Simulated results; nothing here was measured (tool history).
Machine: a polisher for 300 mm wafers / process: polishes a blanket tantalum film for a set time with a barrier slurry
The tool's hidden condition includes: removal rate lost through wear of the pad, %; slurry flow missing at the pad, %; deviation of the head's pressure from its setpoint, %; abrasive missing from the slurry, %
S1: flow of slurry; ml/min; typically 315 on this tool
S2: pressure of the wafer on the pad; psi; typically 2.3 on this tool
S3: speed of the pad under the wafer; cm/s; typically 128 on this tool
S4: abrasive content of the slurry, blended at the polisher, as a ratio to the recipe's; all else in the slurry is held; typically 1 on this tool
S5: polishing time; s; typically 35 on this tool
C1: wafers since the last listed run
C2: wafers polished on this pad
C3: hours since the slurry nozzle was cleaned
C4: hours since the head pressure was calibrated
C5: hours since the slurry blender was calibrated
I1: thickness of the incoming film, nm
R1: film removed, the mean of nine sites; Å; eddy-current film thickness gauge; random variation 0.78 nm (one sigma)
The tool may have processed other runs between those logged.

| run | hour | S1 | S2 | S3 | S4 | S5 | C1 | C2 | C3 | C4 | C5 | I1 | R1 |
|---|---|---|---|---|---|---|---|---|---|---|---|---|---|
| 1 | 0 | 315 | 2.3 | 128 | 1 | 35 | 0 | 1592 | 284 | 393.3 | 239 | 237.6 | 721 |
| 2 | 72.5 | 315 | 2.3 | 128 | 1 | 35 | 769 | 2362 | 356.5 | 465.8 | 311.5 | 240.7 | 715 |
| 3 | 149.4 | 315 | 2.3 | 128 | 1 | 35 | 816 | 3178 | 433.4 | 542.7 | 388.4 | 245.1 | 705 |
| 4 | 225.9 | 315 | 2.3 | 128 | 1 | 35 | 811 | 3990 | 509.9 | 619.2 | 464.9 | 240.2 | 707 |
|  | 249.3 | slurry blender recalibrated |
|  | 256.4 | slurry nozzle cleaned |
|  | 427.6 | worn pad replaced by a new one |
| 5 | 500 | 370 | 2.3 | 128 | 1 | 38 | 2835 | 768 | 243.6 | 893.3 | 250.7 | 237.2 | 764 |
| 6 | 589 | 370 | 2.3 | 128 | 1 | 38 | 944 | 1713 | 332.6 | 982.3 | 339.7 | 244.1 | 757 |
| 7 | 658.5 | 370 | 2.3 | 128 | 1 | 38 | 737 | 2450 | 402.1 | 1051.8 | 409.2 | 243.5 | 752 |
|  | 712.9 | head pressure recalibrated |
| 8 | 717.1 | 315 | 2.3 | 128 | 1 | 35 | 600 | 3051 | 460.7 | 4.2 | 467.8 | 237.6 | 740 |
|  | 743.6 | slurry blender recalibrated |
|  | 761.3 | slurry nozzle cleaned |
| 9 | 791 | 315 | 2.3 | 128 | 1 | 35 | 752 | 3804 | 29.7 | 78.1 | 47.4 | 242 | 734 |
| 10 | 897.7 | 270 | 2.3 | 128 | 1 | 35 | 1132 | 4936 | 136.4 | 184.8 | 154.1 | 244 | 719 |
|  | 949.6 | worn pad replaced by a new one |
| 11 | 966.6 | 270 | 2.3 | 128 | 1 | 35 | 688 | 180 | 205.3 | 253.7 | 223 | 243.1 | 716 |
| 12 | 1048.3 | 270 | 2.3 | 128 | 1 | 35 | 867 | 1047 | 287 | 335.4 | 304.7 | 239.9 | 698 |
| 13 | 1110.3 | 315 | 2.6 | 128 | 1 | 35 | 658 | 1705 | 349 | 397.4 | 366.7 | 236.6 | 781 |
|  | 1320.2 | slurry blender recalibrated |
|  | 1357.1 | slurry nozzle cleaned |
| 14 | 1397 | 315 | 2.6 | 128 | 1 | 35 | 3011 | 4716 | 39.9 | 684.1 | 76.8 | 237.3 | 734 |
|  | 1467.3 | worn pad replaced by a new one |
| 15 | 1468.3 | 315 | 2.3 | 128 | 1 | 35 | 714 | 10 | 111.2 | 755.4 | 148.1 | 236.3 | 681 |
| 16 | 1529.3 | 390 | 2.3 | 128 | 0.9 | 35 | 647 | 657 | 172.2 | 816.4 | 209.1 | 240.3 | 679 |
| 17 | 1602.5 | 425 | 2.7 | 94 | 1 | 29 | 776 | 1434 | 245.4 | 889.6 | 282.3 | 242.8 | 503 |
| 18 | 1686.2 | 315 | 2.3 | 128 | 1 | 35 | 888 | 2323 | 329.1 | 973.3 | 366 | 241.4 | 669 |
| 19 | 1749.9 | 315 | 2.3 | 128 | 1 | 45 | 676 | 2999 | 392.8 | 1037 | 429.7 | 239.6 | 853 |
|  | 1790.3 | head pressure recalibrated |
| 20 | 1790.8 | 315 | 1.8 | 128 | 1 | 46 | 412 | 3412 | 433.7 | 0.5 | 470.6 | 237.5 | 819 |
| 21 | 1854.2 | 315 | 2.3 | 128 | 1 | 35 | 672 | 4085 | 497.1 | 63.9 | 534 | 239.2 | 712 |
|  | 1879.6 | slurry blender recalibrated |
| 22 | 1893.1 | 315 | 2.8 | 86 | 0.75 | 35 | 391 | 4476 | 536 | 102.8 | 13.5 | 242.2 | 550 |
|  | 1912.7 | slurry nozzle cleaned |
|  | 1946.4 | worn pad replaced by a new one |
| 23 | 1985.9 | 240 | 2.3 | 170 | 0.7 | 40 | 931 | 419 | 73.2 | 195.6 | 106.3 | 234.7 | 864 |
| 24 | 2070.7 | 215 | 2.5 | 128 | 1 | 35 | 900 | 1319 | 158 | 280.4 | 191.1 | 237.6 | 755 |
| 25 | 2145.3 | 420 | 2.3 | 128 | 1 | 35 | 791 | 2111 | 232.6 | 355 | 265.7 | 236.6 | 724 |
| 26 | 2207.2 | 410 | 2.3 | 158 | 1.1 | 39 | 657 | 2768 | 294.5 | 416.9 | 327.6 | 240.3 | 976 |
| 27 | 2271.8 | 315 | 2.3 | 128 | 1 | 35 | 685 | 3453 | 359.1 | 481.5 | 392.2 | 239.1 | 704 |
| 28 | 2344.4 | 270 | 2.3 | 128 | 1 | 35 | 770 | 4224 | 431.7 | 554.1 | 464.8 | 238.4 | 711 |
| 29 | 2400.9 | 315 | 2.3 | 128 | 0.9 | 45 | 599 | 4824 | 488.2 | 610.6 | 521.3 | 238.8 | 867 |
|  | 2433.8 | worn pad replaced by a new one |
|  | 2446.8 | slurry blender recalibrated |
| 30 | 2451.4 | 400 | 1.6 | 128 | 1 | 35 | 472 | 166 | 538.7 | 661.1 | 4.6 | 240.6 | 578 |
| 31 | 2495.2 | 315 | 2.3 | 128 | 1 | 35 | 464 | 630 | 582.5 | 704.9 | 48.4 | 242.6 | 708 |

Below, some changes in R1 between adjacent runs. For each, the amount present without the hidden state too (settings, incoming material, random variation) and the amount remaining for the hidden state with gauge scatter not shared by both compared results:
Run 7 -> 8: S1 370 -> 315, S5 38 -> 35, head pressure recalibrated. R1 -12 Å: hidden state +41, all else -53.
Run 18 -> 19: S5 35 -> 45. R1 +184 Å: hidden state -16, all else +200.
Run 19 -> 20: S2 2.3 -> 1.8, S5 45 -> 46, head pressure recalibrated. R1 -34 Å: hidden state +66, all else -100.
Run 22 -> 23: S1 315 -> 240, S2 2.8 -> 2.3, S3 86 -> 170, S4 0.75 -> 0.7, S5 35 -> 40, slurry nozzle cleaned, worn pad replaced by a new one. R1 +314 Å: hidden state -7, all else +321.
Run 26 -> 27: S1 410 -> 315, S3 158 -> 128, S4 1.1 -> 1, S5 39 -> 35. R1 -272 Å: hidden state +4, all else -276.
Run 29 -> 30: S1 315 -> 400, S2 2.3 -> 1.6, S4 0.9 -> 1, S5 45 -> 35, worn pad replaced by a new one, slurry blender recalibrated. R1 -289 Å: hidden state +9, all else -298.
